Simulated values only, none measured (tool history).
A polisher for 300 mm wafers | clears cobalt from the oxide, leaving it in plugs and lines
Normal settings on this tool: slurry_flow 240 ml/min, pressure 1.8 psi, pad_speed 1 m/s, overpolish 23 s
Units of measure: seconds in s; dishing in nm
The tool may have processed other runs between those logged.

run   hour  slurry_flow  pressure  pad_speed  overpolish  incoming thickness of the incoming film, nm  seconds  dishing
  1      0          240       1.8          1          23                                        398.3    104.9       41
  2   17.9          240       1.8          1          23                                        403.3    106.9     41.2
  3   24.3          240       1.8          1          23                                        407.6      109     41.3
  4   36.3          240       1.8          1          23                                        396.5    105.8     39.7
  5     52          240       1.8          1          23                                          399    106.5     41.2
  6   59.8          240       1.8          1          23                                        395.8    109.8     41.5
  7   67.2          240       1.8        0.8          23                                          404    123.7     37.3
  8   75.8          175       1.3          1          23                                        397.8    152.1     33.9
  9   91.1          240       1.8          1          11                                        399.4    105.8     26.2
 10  105.4          240       1.8          1          17                                        401.2    108.8     34.6
 11  118.4          240       1.8          1          23                                        394.9    116.1     39.2
 12  132.7          240       1.8          1          23                                        398.7    116.5     37.9
 13  150.7          305       2.1          1          23                                        403.7     84.9     44.4
 14  165.1          240         2          1          16                                        401.6     94.3     36.4
 15  172.5          240       1.8          1          30                                        394.2    101.1     46.1

Missing from the log above: 4 entries noted between runs. For each, name the pair of listed runs it sits between and say how the tool's hidden condition differs from the listed run just before to the listed run just after:
Logged between run 7 and run 8: head pressure recalibrated (hour 71.5)
  removal rate lost through wear of the pad, %: 6.36 -> 6.45
  the result without the hidden state subtracted from the measured one, seconds: +7.9 -> +9.8 s; dishing: -1.3 -> -1.4 nm
Logged between run 10 and run 11: slurry nozzle cleaned (hour 115.3); worn pad replaced by a new one (hour 117.9)
  removal rate lost through wear of the pad, %: 6.7 -> 13.5
  the result without the hidden state subtracted from the measured one, seconds: +7.3 -> +15.7 s; dishing: -1.4 -> -2.8 nm
Logged between run 12 and run 13: worn pad replaced by a new one, repeated, since the last time left the tool worse (hour 144.7)
  removal rate lost through wear of the pad, %: 14.8 -> 1.08
  the result without the hidden state subtracted from the measured one, seconds: +17.2 -> +0.9 s; dishing: -3 -> -0.2 nm
